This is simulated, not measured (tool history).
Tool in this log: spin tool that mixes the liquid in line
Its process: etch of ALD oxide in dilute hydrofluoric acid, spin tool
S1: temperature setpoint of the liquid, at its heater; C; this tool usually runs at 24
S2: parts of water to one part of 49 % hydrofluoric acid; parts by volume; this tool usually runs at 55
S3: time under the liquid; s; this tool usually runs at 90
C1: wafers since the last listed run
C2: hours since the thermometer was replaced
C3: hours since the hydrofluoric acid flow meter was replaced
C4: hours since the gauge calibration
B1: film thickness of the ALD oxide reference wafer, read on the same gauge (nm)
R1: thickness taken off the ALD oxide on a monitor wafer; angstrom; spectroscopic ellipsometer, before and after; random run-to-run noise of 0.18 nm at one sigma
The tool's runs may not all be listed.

| run | hour | S1 | S2 | S3 | C1 | C2 | C3 | C4 | B1 | R1 |
|---|---|---|---|---|---|---|---|---|---|---|
| 1 | 0 | 27 | 55 | 90 | 0 | 1334.7 | 183.4 | 627.3 | 130.01 | 482.5 |
| 2 | 35.4 | 27 | 55 | 90 | 346 | 1370.1 | 218.8 | 662.7 | 130 | 482.6 |
| 3 | 56.1 | 27 | 55 | 90 | 202 | 1390.8 | 239.5 | 683.4 | 130.02 | 478.9 |
| 4 | 82.8 | 24 | 55 | 90 | 261 | 1417.5 | 266.2 | 710.1 | 129.98 | 425.1 |
|  | 121.7 | thermometer replaced |
| 5 | 130.5 | 24 | 55 | 90 | 457 | 8.8 | 313.9 | 757.8 | 129.97 | 444.2 |
| 6 | 165.1 | 24 | 55 | 90 | 338 | 43.4 | 348.5 | 792.4 | 129.98 | 441 |
| 7 | 196.1 | 24 | 75 | 90 | 303 | 74.4 | 379.5 | 823.4 | 130.02 | 311.5 |
| 8 | 214.9 | 24 | 55 | 90 | 184 | 93.2 | 398.3 | 842.2 | 130.02 | 438.1 |
| 9 | 227.5 | 24 | 55 | 90 | 123 | 105.8 | 410.9 | 854.8 | 129.99 | 438.2 |
| 10 | 256.8 | 24 | 55 | 90 | 286 | 135.1 | 440.2 | 884.1 | 129.98 | 435.3 |
| 11 | 292.1 | 28 | 40 | 45 | 345 | 170.4 | 475.5 | 919.4 | 129.98 | 356.2 |
| 12 | 321.8 | 24 | 55 | 90 | 290 | 200.1 | 505.2 | 949.1 | 130.01 | 433.5 |
| 13 | 343.9 | 21 | 65 | 45 | 216 | 222.2 | 527.3 | 971.2 | 130.02 | 159.9 |
| 14 | 375.8 | 24 | 55 | 90 | 312 | 254.1 | 559.2 | 1003.1 | 129.99 | 430.1 |
|  | 400.1 | hydrofluoric acid flow meter replaced |
| 15 | 407.9 | 25.5 | 25 | 90 | 304 | 286.2 | 7.8 | 1035.2 | 130 | 1091 |
| 16 | 439 | 24 | 65 | 90 | 304 | 317.3 | 38.9 | 1066.3 | 130.01 | 371.2 |
| 17 | 460.9 | 19 | 45 | 120 | 214 | 339.2 | 60.8 | 1088.2 | 130.02 | 597.6 |
| 18 | 493.1 | 26 | 55 | 90 | 315 | 371.4 | 93 | 1120.4 | 130.01 | 482 |
| 19 | 515.4 | 24 | 55 | 90 | 218 | 393.7 | 115.3 | 1142.7 | 129.99 | 442.4 |
| 20 | 612.5 | 24 | 75 | 90 | 950 | 490.8 | 212.4 | 1239.8 | 130.01 | 314.2 |
|  | 625.7 | gauge calibrated |
| 21 | 626.5 | 28.5 | 55 | 65 | 137 | 504.8 | 226.4 | 0.8 | 130.01 | 379.8 |
| 22 | 644.6 | 24 | 55 | 90 | 177 | 522.9 | 244.5 | 18.9 | 129.99 | 437.3 |
| 23 | 667.1 | 25.5 | 55 | 35 | 220 | 545.4 | 267 | 41.4 | 130.01 | 179.3 |
| 24 | 680.5 | 27.5 | 85 | 60 | 131 | 558.8 | 280.4 | 54.8 | 129.98 | 207.6 |
| 25 | 712.5 | 24 | 55 | 90 | 313 | 590.8 | 312.4 | 86.8 | 130.04 | 432.1 |
| 26 | 731.9 | 19.5 | 30 | 90 | 189 | 610.2 | 331.8 | 106.2 | 129.99 | 680 |
| 27 | 757.8 | 24 | 55 | 130 | 253 | 636.1 | 357.7 | 132.1 | 130.02 | 622 |
| 28 | 771.5 | 24 | 55 | 90 | 134 | 649.8 | 371.4 | 145.8 | 130 | 429 |
| 29 | 786.9 | 24 | 55 | 65 | 150 | 665.2 | 386.8 | 161.2 | 129.97 | 312.1 |
| 30 | 810.5 | 21 | 45 | 45 | 230 | 688.8 | 410.4 | 184.8 | 130.01 | 234.7 |
| 31 | 834.1 | 24 | 55 | 90 | 230 | 712.4 | 434 | 208.4 | 129.99 | 426.4 |
| 32 | 855.5 | 24 | 55 | 90 | 209 | 733.8 | 455.4 | 229.8 | 130.01 | 424.8 |
| 33 | 882.9 | 24 | 55 | 115 | 268 | 761.2 | 482.8 | 257.2 | 130 | 544.5 |
|  | 897.6 | hydrofluoric acid flow meter replaced |
| 34 | 908 | 28 | 40 | 105 | 235 | 786.3 | 10.4 | 282.3 | 130.01 | 848.9 |

Some steps in R1 between neighbouring runs. How much of each would the tool show without its hidden state too (settings, what came in, random variation), and how much is left for the hidden state, with any gauge scatter that isn't in both results?
Hidden state at play: liquid colder than its thermometer reads (K); hydrofluoric acid flow below the setpoint (%); gauge reads high (%).
Run 4 -> 5: thermometer replaced. R1 +19.1 angstrom: hidden state +17.3, all else +1.8.
Run 13 -> 14: S1 21 -> 24, S2 65 -> 55, S3 45 -> 90. R1 +270.2 angstrom: hidden state -15.5, all else +285.7.
Run 14 -> 15: S1 24 -> 25.5, S2 55 -> 25, hydrofluoric acid flow meter replaced. R1 +660.9 angstrom: hidden state +9.6, all else +651.3.
Run 15 -> 16: S1 25.5 -> 24, S2 25 -> 65. R1 -719.8 angstrom: hidden state +8.1, all else -727.9.
Run 33 -> 34: S1 24 -> 28, S2 55 -> 40, S3 115 -> 105, hydrofluoric acid flow meter replaced. R1 +304.4 angstrom: hidden state +14.4, all else +290.
